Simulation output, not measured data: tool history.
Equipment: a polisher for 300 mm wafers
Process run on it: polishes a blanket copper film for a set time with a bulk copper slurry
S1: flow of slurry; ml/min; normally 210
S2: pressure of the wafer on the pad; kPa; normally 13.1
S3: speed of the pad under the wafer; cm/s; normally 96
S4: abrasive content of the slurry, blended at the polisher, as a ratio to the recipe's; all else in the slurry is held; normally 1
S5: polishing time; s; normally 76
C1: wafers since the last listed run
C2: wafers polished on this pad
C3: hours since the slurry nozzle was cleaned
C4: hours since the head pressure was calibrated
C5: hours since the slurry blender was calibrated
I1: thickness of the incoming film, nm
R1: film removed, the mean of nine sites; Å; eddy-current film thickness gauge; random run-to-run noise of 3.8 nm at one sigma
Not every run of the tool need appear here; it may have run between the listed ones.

{"run": 1, "hour": 0.0, "S1": 210, "S2": 13.1, "S3": 96, "S4": 1, "S5": 76, "C1": 0, "C2": 301, "C3": 533.6, "C4": 309.7, "C5": 340.5, "I1": 4523.9, "R1": 4923}
{"run": 2, "hour": 9.9, "S1": 210, "S2": 13.1, "S3": 96, "S4": 1, "S5": 76, "C1": 89, "C2": 391, "C3": 543.5, "C4": 319.6, "C5": 350.4, "I1": 4477.9, "R1": 4908}
{"run": 3, "hour": 21.0, "S1": 210, "S2": 13.1, "S3": 86, "S4": 1, "S5": 76, "C1": 100, "C2": 491, "C3": 554.6, "C4": 330.7, "C5": 361.5, "I1": 4495.9, "R1": 4417}
{"run": 4, "hour": 72.2, "S1": 210, "S2": 13.1, "S3": 86, "S4": 1, "S5": 76, "C1": 463, "C2": 954, "C3": 605.8, "C4": 381.9, "C5": 412.7, "I1": 4523.3, "R1": 4323}
{"hour": 83.9, "done": "slurry blender recalibrated"}
{"run": 5, "hour": 88.6, "S1": 265, "S2": 13.1, "S3": 96, "S4": 1, "S5": 76, "C1": 130, "C2": 1085, "C3": 622.2, "C4": 398.3, "C5": 4.7, "I1": 4520, "R1": 4897}
{"run": 6, "hour": 95.3, "S1": 265, "S2": 13.1, "S3": 96, "S4": 1, "S5": 76, "C1": 60, "C2": 1145, "C3": 628.9, "C4": 405, "C5": 11.4, "I1": 4540.6, "R1": 4872}
{"run": 7, "hour": 107.2, "S1": 265, "S2": 13.1, "S3": 96, "S4": 1, "S5": 76, "C1": 107, "C2": 1253, "C3": 640.8, "C4": 416.9, "C5": 23.3, "I1": 4491.4, "R1": 4868}
{"hour": 113.6, "done": "head pressure recalibrated"}
{"run": 8, "hour": 117.7, "S1": 210, "S2": 13.1, "S3": 96, "S4": 1, "S5": 76, "C1": 76, "C2": 1330, "C3": 651.3, "C4": 4.1, "C5": 33.8, "I1": 4443.5, "R1": 4705}
{"hour": 123.3, "done": "worn pad replaced by a new one"}
{"run": 9, "hour": 129.8, "S1": 210, "S2": 13.1, "S3": 96, "S4": 1, "S5": 76, "C1": 73, "C2": 59, "C3": 663.4, "C4": 16.2, "C5": 45.9, "I1": 4613.6, "R1": 4765}
{"run": 10, "hour": 147.4, "S1": 235, "S2": 13.1, "S3": 96, "S4": 1.3, "S5": 87, "C1": 159, "C2": 218, "C3": 681, "C4": 33.8, "C5": 63.5, "I1": 4535.6, "R1": 5906}
{"run": 11, "hour": 155.2, "S1": 210, "S2": 9, "S3": 96, "S4": 1, "S5": 76, "C1": 70, "C2": 288, "C3": 688.8, "C4": 41.6, "C5": 71.3, "I1": 4530, "R1": 3216}
{"run": 12, "hour": 166.2, "S1": 190, "S2": 9, "S3": 76, "S4": 1, "S5": 76, "C1": 99, "C2": 388, "C3": 699.8, "C4": 52.6, "C5": 82.3, "I1": 4485.5, "R1": 2461}
{"run": 13, "hour": 174.0, "S1": 210, "S2": 13.1, "S3": 128, "S4": 1, "S5": 76, "C1": 70, "C2": 458, "C3": 707.6, "C4": 60.4, "C5": 90.1, "I1": 4511.7, "R1": 6175}
{"run": 14, "hour": 182.7, "S1": 240, "S2": 13.1, "S3": 96, "S4": 1, "S5": 62, "C1": 78, "C2": 537, "C3": 716.3, "C4": 69.1, "C5": 98.8, "I1": 4581.1, "R1": 3893}
{"hour": 195.6, "done": "slurry nozzle cleaned"}
{"run": 15, "hour": 226.0, "S1": 210, "S2": 13.1, "S3": 96, "S4": 1, "S5": 76, "C1": 382, "C2": 919, "C3": 30.4, "C4": 112.4, "C5": 142.1, "I1": 4470.8, "R1": 5022}

The next listed run, before its measurement:
{"run": 16, "hour": 238.8, "S1": 210, "S2": 13.1, "S3": 96, "S4": 1, "S5": 76, "C1": 115, "C2": 1035, "C3": 43.2, "C4": 125.2, "C5": 154.9, "I1": 4516.8, "R1": "?"}

R1: 5068 Å
The same run, on a tool lacking any hidden state, would have yielded R1 5262 Å.
